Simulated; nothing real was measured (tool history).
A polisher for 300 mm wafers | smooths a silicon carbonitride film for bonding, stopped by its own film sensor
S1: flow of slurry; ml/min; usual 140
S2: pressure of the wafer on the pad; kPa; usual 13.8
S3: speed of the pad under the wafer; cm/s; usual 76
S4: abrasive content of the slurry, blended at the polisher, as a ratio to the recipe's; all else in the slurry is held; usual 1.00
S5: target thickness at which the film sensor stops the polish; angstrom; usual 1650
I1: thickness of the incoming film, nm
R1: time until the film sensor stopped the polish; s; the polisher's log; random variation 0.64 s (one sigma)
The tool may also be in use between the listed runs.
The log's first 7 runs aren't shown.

run 8 hour=192.8 | S1=140 S2=13.8 S3=76 S4=1.00 S5=1650 | I1=179.7 | R1=71.9
-- hour=211.6 head pressure recalibrated
run 9 hour=212.6 | S1=140 S2=13.8 S3=76 S4=1.00 S5=1650 | I1=177.7 | R1=68.6
run 10 hour=233.0 | S1=140 S2=13.8 S3=76 S4=1.00 S5=1650 | I1=177.8 | R1=69.5
run 11 hour=264.1 | S1=160 S2=13.8 S3=76 S4=1.00 S5=1650 | I1=179.0 | R1=74.8
-- hour=338.2 worn pad replaced by a new one
run 12 hour=339.8 | S1=160 S2=13.8 S3=76 S4=1.00 S5=1650 | I1=179.7 | R1=77.6
run 13 hour=363.7 | S1=155 S2=9.7 S3=62 S4=1.10 S5=1650 | I1=181.1 | R1=125.9
run 14 hour=396.0 | S1=140 S2=11.7 S3=76 S4=1.00 S5=1650 | I1=182.4 | R1=106.2
run 15 hour=428.6 | S1=160 S2=13.8 S3=94 S4=1.25 S5=1690 | I1=179.4 | R1=42.5
run 16 hour=454.4 | S1=140 S2=13.8 S3=64 S4=0.75 S5=1650 | I1=176.3 | R1=79.9
run 17 hour=466.8 | S1=140 S2=13.8 S3=76 S4=0.70 S5=1650 | I1=178.7 | R1=86.8
run 18 hour=499.8 | S1=115 S2=12.4 S3=86 S4=1.00 S5=1630 | I1=181.3 | R1=101.0
run 19 hour=515.8 | S1=140 S2=13.8 S3=76 S4=1.00 S5=1650 | I1=180.0 | R1=80.4
-- hour=524.7 slurry blender recalibrated
run 20 hour=532.2 | S1=140 S2=13.8 S3=76 S4=1.00 S5=1650 | I1=180.6 | R1=83.2
-- hour=551.3 slurry nozzle cleaned
run 21 hour=558.2 | S1=105 S2=13.8 S3=76 S4=1.00 S5=1650 | I1=180.9 | R1=85.0
-- hour=576.8 worn pad replaced by a new one
run 22 hour=577.9 | S1=140 S2=13.8 S3=76 S4=1.00 S5=1620 | I1=180.1 | R1=91.8
run 23 hour=607.6 | S1=140 S2=17.2 S3=76 S4=0.75 S5=1650 | I1=181.1 | R1=77.3
run 24 hour=638.7 | S1=110 S2=13.8 S3=76 S4=0.80 S5=1670 | I1=181.6 | R1=86.1
run 25 hour=656.2 | S1=185 S2=13.8 S3=56 S4=1.30 S5=1680 | I1=178.9 | R1=62.1
run 26 hour=686.2 | S1=115 S2=13.8 S3=76 S4=0.75 S5=1650 | I1=177.5 | R1=75.7
run 27 hour=714.0 | S1=140 S2=11.7 S3=76 S4=0.90 S5=1650 | I1=181.1 | R1=96.8
run 28 hour=739.3 | S1=110 S2=13.8 S3=76 S4=0.80 S5=1650 | I1=181.6 | R1=99.9
-- hour=765.5 worn pad replaced by a new one
run 29 hour=768.7 | S1=140 S2=13.8 S3=56 S4=1.20 S5=1650 | I1=181.5 | R1=102.2
run 30 hour=796.6 | S1=140 S2=13.8 S3=76 S4=1.00 S5=1620 | I1=178.4 | R1=83.6
run 31 hour=823.8 | S1=160 S2=13.8 S3=76 S4=1.00 S5=1650 | I1=179.7 | R1=73.3

3 ways to go on from here, each from the tool as it stands after run 31. What would each give?
run A hour=824.2 | S1=140 S2=13.8 S3=76 S4=1.00 S5=1650 | I1=176.0 | R1=?
run B hour=824.2 | S1=140 S2=13.8 S3=76 S4=1.15 S5=1680 | I1=176.0 | R1=?
run C hour=824.2 | S1=140 S2=13.8 S3=68 S4=1.00 S5=1650 | I1=176.0 | R1=?

run=A R1=56.9
run=B R1=39.1
run=C R1=62.2
Without the tool's hidden state the same runs would have given:
run=A R1=58.1
run=B R1=39.9
run=C R1=63.5
